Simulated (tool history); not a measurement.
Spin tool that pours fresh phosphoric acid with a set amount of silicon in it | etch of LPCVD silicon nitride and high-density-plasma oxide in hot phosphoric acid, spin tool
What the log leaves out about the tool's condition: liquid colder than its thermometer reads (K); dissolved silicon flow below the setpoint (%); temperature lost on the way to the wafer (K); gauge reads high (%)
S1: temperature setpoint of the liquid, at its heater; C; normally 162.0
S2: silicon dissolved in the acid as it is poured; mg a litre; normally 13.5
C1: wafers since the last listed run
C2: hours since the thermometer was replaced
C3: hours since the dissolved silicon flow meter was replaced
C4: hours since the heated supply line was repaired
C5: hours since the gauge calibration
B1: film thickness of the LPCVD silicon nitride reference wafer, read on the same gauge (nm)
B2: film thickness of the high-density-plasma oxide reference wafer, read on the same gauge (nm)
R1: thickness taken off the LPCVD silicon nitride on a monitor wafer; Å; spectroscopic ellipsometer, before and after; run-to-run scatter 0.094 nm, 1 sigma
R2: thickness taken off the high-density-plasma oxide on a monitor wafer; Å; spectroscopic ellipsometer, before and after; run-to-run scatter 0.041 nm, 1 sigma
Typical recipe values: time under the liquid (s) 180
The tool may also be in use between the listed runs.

Run 1, hour 0.0: usual settings but S1 163.0 C; C1 0; C2 12.5; C3 26.0; C4 32.3; C5 99.5; B1 49.97; B2 40.007. Result: R1 173.6 Å, R2 8.87 Å.
Run 2, hour 18.3: usual settings but S1 163.5 C; C1 76; C2 30.8; C3 44.3; C4 50.6; C5 117.8; B1 50.01; B2 39.982. Result: R1 175.1 Å, R2 8.33 Å.
Run 3, hour 51.4: usual settings; C1 138; C2 63.9; C3 77.4; C4 83.7; C5 150.9; B1 50.01; B2 40.031. Result: R1 166.1 Å, R2 8.22 Å.
Run 4, hour 83.2: usual settings; C1 132; C2 95.7; C3 109.2; C4 115.5; C5 182.7; B1 50.03; B2 40.005. Result: R1 166.9 Å, R2 7.25 Å.
Run 5, hour 107.0: usual settings but S1 164.5 C, time under the liquid (s) 130; C1 99; C2 119.5; C3 133.0; C4 139.3; C5 206.5; B1 49.97; B2 40.050. Result: R1 130.6 Å, R2 7.27 Å.
Run 6, hour 142.0: usual settings but S1 163.5 C, S2 10.5 mg a litre; C1 146; C2 154.5; C3 168.0; C4 174.3; C5 241.5; B1 49.97; B2 39.976. Result: R1 174.2 Å, R2 8.72 Å.
Run 7, hour 162.2: usual settings but S1 163.0 C, S2 8.5 mg a litre, time under the liquid (s) 85; C1 84; C2 174.7; C3 188.2; C4 194.5; C5 261.7; B1 50.00; B2 39.968. Result: R1 81.0 Å, R2 4.30 Å.
Run 8, hour 181.7: usual settings; C1 81; C2 194.2; C3 207.7; C4 214.0; C5 281.2; B1 50.00; B2 39.969. Result: R1 164.2 Å, R2 7.59 Å.
Run 9, hour 208.3: usual settings; C1 111; C2 220.8; C3 234.3; C4 240.6; C5 307.8; B1 49.98; B2 39.989. Result: R1 166.7 Å, R2 7.79 Å.
Run 10, hour 223.7: usual settings but S1 161.0 C, S2 24.0 mg a litre, time under the liquid (s) 75; C1 64; C2 236.2; C3 249.7; C4 256.0; C5 323.2; B1 50.03; B2 39.974. Result: R1 66.2 Å, R2 2.14 Å.
Run 11, hour 254.2: usual settings; C1 127; C2 266.7; C3 280.2; C4 286.5; C5 353.7; B1 50.00; B2 40.013. Result: R1 163.3 Å, R2 7.48 Å.
Run 12, hour 289.4: usual settings but S1 159.5 C, S2 4.0 mg a litre; C1 147; C2 301.9; C3 315.4; C4 321.7; C5 388.9; B1 50.02; B2 40.015. Result: R1 151.3 Å, R2 7.80 Å.
Run 13, hour 307.9: usual settings but S1 164.5 C; C1 77; C2 320.4; C3 333.9; C4 340.2; C5 407.4; B1 50.03; B2 40.005. Result: R1 178.8 Å, R2 9.83 Å.
Run 14, hour 339.3: usual settings but S1 161.0 C, S2 19.5 mg a litre; C1 131; C2 351.8; C3 365.3; C4 371.6; C5 438.8; B1 49.97; B2 39.978. Result: R1 157.8 Å, R2 5.84 Å.
Run 15, hour 354.4: usual settings but time under the liquid (s) 245; C1 63; C2 366.9; C3 380.4; C4 386.7; C5 453.9; B1 49.99; B2 40.036. Result: R1 223.7 Å, R2 10.14 Å.
Run 16, hour 369.2: usual settings but S1 160.5 C; C1 61; C2 381.7; C3 395.2; C4 401.5; C5 468.7; B1 49.99; B2 39.987. Result: R1 156.2 Å, R2 6.82 Å.
Run 17, hour 388.4: usual settings but S1 161.0 C, S2 19.5 mg a litre; C1 80; C2 400.9; C3 414.4; C4 420.7; C5 487.9; B1 50.02; B2 39.966. Result: R1 157.7 Å, R2 5.89 Å.

Run 18, settings as shown, results not yet in. Your forecast:
Run 18, hour 417.9: usual settings but S1 163.5 C, time under the liquid (s) 235; C1 123; C2 430.4; C3 443.9; C4 450.2; C5 517.4; B1 ?; B2 ?. Result: R1 ?, R2 ?.

B1: 50.02
B2: 39.995
R1: 225.3 Å
R2: 10.72 Å
With the hidden condition absent and the run-to-run variation left alone, this run would have shown R1 234.6 Å, R2 11.71 Å.
